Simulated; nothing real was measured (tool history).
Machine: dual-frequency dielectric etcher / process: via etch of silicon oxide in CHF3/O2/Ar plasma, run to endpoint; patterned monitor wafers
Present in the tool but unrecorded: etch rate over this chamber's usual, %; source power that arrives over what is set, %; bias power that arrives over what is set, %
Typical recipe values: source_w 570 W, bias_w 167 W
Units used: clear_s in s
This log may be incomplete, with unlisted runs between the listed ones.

| run | day | source_w | bias_w | wafers since the last listed run | hours since the last wet clean | hours since the last source power generator calibration | hours since the last bias power generator calibration | hours since the last upper electrode change | incoming incoming film thickness, nm | clear_s |
|---|---|---|---|---|---|---|---|---|---|---|
| 1 | 0.000 | 570 | 167 | 0 | 504.7 | 5057.6 | 3964.0 | 3740.0 | 630.5 | 294.5 |
| 2 | 0.492 | 570 | 167 | 51 | 516.5 | 5069.4 | 3975.8 | 3751.8 | 632.2 | 295.2 |
| 3 | 0.908 | 570 | 167 | 44 | 526.5 | 5079.4 | 3985.8 | 3761.8 | 634.9 | 296.6 |
| 4 | 1.392 | 600 | 167 | 51 | 538.1 | 5091.0 | 3997.4 | 3773.4 | 637.1 | 294.1 |
| 5 | 1.912 | 600 | 167 | 55 | 550.6 | 5103.5 | 4009.9 | 3785.9 | 634.5 | 291.1 |
| 6 | 2.262 | 460 | 157 | 36 | 559.0 | 5111.9 | 4018.3 | 3794.3 | 634.0 | 316.4 |
| 7 | 2.758 | 460 | 157 | 52 | 570.9 | 5123.8 | 4030.2 | 3806.2 | 639.4 | 320.6 |
|  | 3.354 | source power generator calibrated |
|  | 3.429 | bias power generator calibrated |
| 8 | 3.450 | 570 | 167 | 47 | 587.5 | 2.3 | 0.5 | 3822.8 | 631.5 | 293.0 |
| 9 | 3.758 | 570 | 167 | 32 | 594.9 | 9.7 | 7.9 | 3830.2 | 634.4 | 295.0 |
| 10 | 5.379 | 710 | 200 | 171 | 633.8 | 48.6 | 46.8 | 3869.1 | 639.7 | 267.7 |
|  | 6.504 | wet clean of the chamber |
|  | 6.775 | upper electrode replaced |
| 11 | 6.796 | 660 | 153 | 15 | 7.0 | 82.6 | 80.8 | 0.5 | 638.3 | 303.1 |
| 12 | 6.817 | 620 | 193 | 2 | 7.5 | 83.1 | 81.3 | 1.0 | 638.4 | 289.8 |
| 13 | 7.100 | 690 | 187 | 29 | 14.3 | 89.9 | 88.1 | 7.8 | 639.2 | 285.3 |
| 14 | 7.496 | 570 | 167 | 41 | 23.8 | 99.4 | 97.6 | 17.3 | 633.0 | 306.8 |
| 15 | 7.771 | 690 | 167 | 29 | 30.4 | 106.0 | 104.2 | 23.9 | 641.6 | 293.4 |
| 16 | 8.333 | 570 | 167 | 59 | 43.9 | 119.5 | 117.7 | 37.4 | 637.3 | 307.7 |
| 17 | 8.938 | 650 | 167 | 63 | 58.4 | 134.0 | 132.2 | 51.9 | 642.1 | 298.1 |
| 18 | 9.296 | 570 | 167 | 37 | 67.0 | 142.6 | 140.8 | 60.5 | 635.8 | 306.0 |

5 options for the next run, each taken on its own from the tool as it stands now. Forecast them:
| A | 9.317 | 570 | 167 | 2 | 67.5 | 143.1 | 141.3 | 61.0 | 635.8 | ? |
| B | 9.317 | 510 | 135 | 2 | 67.5 | 143.1 | 141.3 | 61.0 | 635.8 | ? |
| C | 9.317 | 520 | 198 | 2 | 67.5 | 143.1 | 141.3 | 61.0 | 635.8 | ? |
| D | 9.317 | 680 | 196 | 2 | 67.5 | 143.1 | 141.3 | 61.0 | 635.8 | ? |
| E | 9.317 | 480 | 149 | 2 | 67.5 | 143.1 | 141.3 | 61.0 | 635.8 | ? |

| run | clear_s |
|---|---|
| A | 305.4 |
| B | 330.1 |
| C | 300.5 |
| D | 279.7 |
| E | 328.3 |
Stripped of hidden state, with their random variation kept, the same runs would have yielded:
| run | clear_s |
|---|---|
| A | 308.2 |
| B | 333.1 |
| C | 303.2 |
| D | 282.2 |
| E | 331.3 |
